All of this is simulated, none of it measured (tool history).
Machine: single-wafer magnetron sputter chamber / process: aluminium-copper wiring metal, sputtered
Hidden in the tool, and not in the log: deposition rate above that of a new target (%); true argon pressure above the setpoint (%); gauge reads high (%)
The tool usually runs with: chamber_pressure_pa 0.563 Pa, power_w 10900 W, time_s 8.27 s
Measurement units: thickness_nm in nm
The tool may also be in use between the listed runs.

run,hour,chamber_pressure_pa,power_w,time_s,wafers since the last listed run,wafers on the sputter target,hours since the last manometer calibration,hours since the magnet pack was replaced,hours since the gauge calibration,"read-back reference wafer on the same gauge, thickness_nm",thickness_nm
1,0,0.563,12250,8.27,0,742,2271.3,6249.7,260.3,159.89,155.672
2,18.5,0.563,12250,8.27,767,1510,2289.8,6268.2,278.8,159.93,154.606
3,50,0.563,12250,8.27,1307,2817,2321.3,6299.7,310.3,159.823,153.404
4,94.1,0.563,10900,8.27,1830,4647,2365.4,6343.8,354.4,159.93,140.854
# hour 107: sputter target and shields replaced
# hour 119.7: gauge calibrated
5,120.1,0.563,10900,8.27,747,545,2391.4,6369.8,0.4,159.852,144.405
6,139.2,0.563,10900,8.27,792,1338,2410.5,6388.9,19.5,160.111,144.912
7,171.3,0.563,10900,7.44,1332,2670,2442.6,6421,51.6,160.144,128.971
8,205.3,0.563,10900,7.44,1411,4081,2476.6,6455,85.6,159.824,127.679
9,234.3,0.639,10900,9.17,1203,5285,2505.6,6484,114.6,159.915,150.247
# hour 243: sputter target and shields replaced
10,254.3,0.639,10900,9.17,498,468,2525.6,6504,134.6,160.042,155.157
# hour 297.6: magnet pack replaced
# hour 307.1: capacitance manometer re-zeroed and calibrated
11,321.5,0.563,10900,8.27,2124,2593,14.4,23.9,201.8,160.15,142.359
12,350.5,0.563,10900,8.27,1203,3797,43.4,52.9,230.8,159.931,141.902
13,374.3,0.563,12500,9.56,987,4784,67.2,76.7,254.6,159.837,173.988
# hour 391.4: sputter target and shields replaced
14,407.4,0.409,9650,7.45,1041,663,100.3,109.8,287.7,159.876,128.5
15,423.6,0.563,8450,8.27,672,1335,116.5,126,303.9,159.89,126.076
16,443.8,0.733,10900,8.27,838,2174,136.7,146.2,324.1,159.804,135.268
17,474.1,0.563,10900,8.27,1257,3431,167,176.5,354.4,160.071,143.736
# hour 485.1: gauge calibrated
# hour 508.2: sputter target and shields replaced
18,508.7,0.749,12500,9.6,1103,21,201.6,211.1,23.6,160.021,170.853
19,519,0.502,10150,6.97,427,448,211.9,221.4,33.9,160.063,119.979
20,554.2,0.75,12650,9.6,1460,1909,247.1,256.6,69.1,159.828,170.899
21,589.9,0.563,10900,8.27,1481,3391,282.8,292.3,104.8,160.013,142.632
# hour 629.7: sputter target and shields replaced
22,630.2,0.563,11600,8.27,1340,20,323.1,332.6,145.1,160.225,150.323
23,643.4,0.5,10900,7.56,547,568,336.3,345.8,158.3,160.026,135.684

Expected results for the next run?
24,663.3,0.781,8900,8.27,825,1394,356.2,365.7,178.2,?,?

read-back reference wafer on the same gauge, thickness_nm: 160.094
thickness_nm: 119.619 nm
The same run, on a tool lacking any hidden state, would have yielded thickness_nm 119.977 nm.

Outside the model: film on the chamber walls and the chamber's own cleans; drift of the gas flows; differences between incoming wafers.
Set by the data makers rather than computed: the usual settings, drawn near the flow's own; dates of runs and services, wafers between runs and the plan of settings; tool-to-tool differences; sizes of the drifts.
